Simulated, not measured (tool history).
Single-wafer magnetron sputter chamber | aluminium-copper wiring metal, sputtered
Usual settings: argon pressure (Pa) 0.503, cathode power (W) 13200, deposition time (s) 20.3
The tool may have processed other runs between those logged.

| run | hour | argon pressure (Pa) | cathode power (W) | deposition time (s) | wafers since the last listed run | wafers on the sputter target | hours since the last manometer calibration | hours since the magnet pack was replaced | hours since the gauge calibration | read-back reference wafer on the same gauge, thickness_nm | mean film thickness on the monitor wafer (Å) |
|---|---|---|---|---|---|---|---|---|---|---|---|
| 1 | 0 | 0.503 | 13200 | 20.3 | 0 | 4885 | 1954.7 | 10736.6 | 54.7 | 546.327 | 4506.29 |
| 2 | 15.8 | 0.503 | 13200 | 20.3 | 433 | 5318 | 1970.5 | 10752.4 | 70.5 | 546.349 | 4459.13 |
| 3 | 31.7 | 0.503 | 13200 | 20.3 | 436 | 5755 | 1986.4 | 10768.3 | 86.4 | 547.126 | 4452.99 |
|  | 43.8 | sputter target and shields replaced |
| 4 | 93.1 | 0.503 | 13200 | 20.3 | 1465 | 1353 | 2047.8 | 10829.7 | 147.8 | 547.626 | 4535.51 |
| 5 | 110.2 | 0.503 | 13200 | 22.2 | 469 | 1823 | 2064.9 | 10846.8 | 164.9 | 547.304 | 4926.21 |
| 6 | 139.8 | 0.503 | 13200 | 20.3 | 812 | 2635 | 2094.5 | 10876.4 | 194.5 | 547.857 | 4507.06 |
| 7 | 151.8 | 0.503 | 13200 | 20.3 | 329 | 2964 | 2106.5 | 10888.4 | 206.5 | 546.612 | 4511.26 |
| 8 | 164.6 | 0.503 | 13200 | 20.3 | 351 | 3315 | 2119.3 | 10901.2 | 219.3 | 546.701 | 4473.46 |
|  | 200.5 | capacitance manometer re-zeroed and calibrated |
| 9 | 201 | 0.503 | 13200 | 20.3 | 779 | 4095 | 0.5 | 10937.6 | 255.7 | 547.077 | 4594.84 |
|  | 251.9 | sputter target and shields replaced |
| 10 | 301.8 | 0.503 | 13200 | 20.3 | 2546 | 1368 | 101.3 | 11038.4 | 356.5 | 547.887 | 4667.58 |
| 11 | 322.7 | 0.503 | 15750 | 20.3 | 573 | 1942 | 122.2 | 11059.3 | 377.4 | 546.969 | 5547.79 |
|  | 353 | magnet pack replaced |
| 12 | 357.3 | 0.503 | 11750 | 20.3 | 729 | 2672 | 156.8 | 4.3 | 412 | 547.306 | 4130.63 |
| 13 | 380.9 | 0.319 | 13200 | 16.9 | 647 | 3319 | 180.4 | 27.9 | 435.6 | 546.557 | 4239.02 |
| 14 | 414.7 | 0.503 | 13200 | 20.3 | 927 | 4247 | 214.2 | 61.7 | 469.4 | 546.359 | 4599.78 |
| 15 | 438.2 | 0.503 | 13200 | 20.3 | 644 | 4892 | 237.7 | 85.2 | 492.9 | 546.885 | 4550.47 |
|  | 493.3 | sputter target and shields replaced |
| 16 | 493.8 | 0.389 | 14150 | 19.1 | 1306 | 14 | 293.3 | 140.8 | 548.5 | 546.656 | 4934.05 |
| 17 | 520.7 | 0.377 | 13200 | 20.3 | 738 | 752 | 320.2 | 167.7 | 575.4 | 547.429 | 4923.77 |
| 18 | 537.5 | 0.38 | 11550 | 20.3 | 461 | 1213 | 337 | 184.5 | 592.2 | 547.657 | 4307.86 |
|  | 540.6 | gauge calibrated |
| 19 | 571.5 | 0.603 | 14850 | 23.8 | 933 | 2146 | 371 | 218.5 | 30.9 | 546.278 | 5747.25 |
| 20 | 594.7 | 0.503 | 13200 | 20.3 | 636 | 2782 | 394.2 | 241.7 | 54.1 | 548.273 | 4580.93 |
| 21 | 609.3 | 0.503 | 13200 | 20.3 | 400 | 3183 | 408.8 | 256.3 | 68.7 | 546.614 | 4566.17 |
| 22 | 621.4 | 0.503 | 13200 | 20.3 | 332 | 3515 | 420.9 | 268.4 | 80.8 | 546.825 | 4572.86 |
| 23 | 648.9 | 0.503 | 13200 | 16.8 | 754 | 4270 | 448.4 | 295.9 | 108.3 | 546.277 | 3760.33 |
| 24 | 676.7 | 0.503 | 13200 | 20.3 | 762 | 5033 | 476.2 | 323.7 | 136.1 | 547.066 | 4523.3 |

What will run 25 give?
|  | 712 | sputter target and shields replaced |
| 25 | 712.5 | 0.449 | 16300 | 22.4 | 762 | 12 | 512 | 359.5 | 171.9 | ? | ? |

{"run 25": {"read-back reference wafer on the same gauge, thickness_nm": 546.695, "mean film thickness on the monitor wafer (Å)": 6397.91}}
On a tool with no hidden condition, and with the same random variation, this run would have come out at mean film thickness on the monitor wafer (Å) 6527.8.
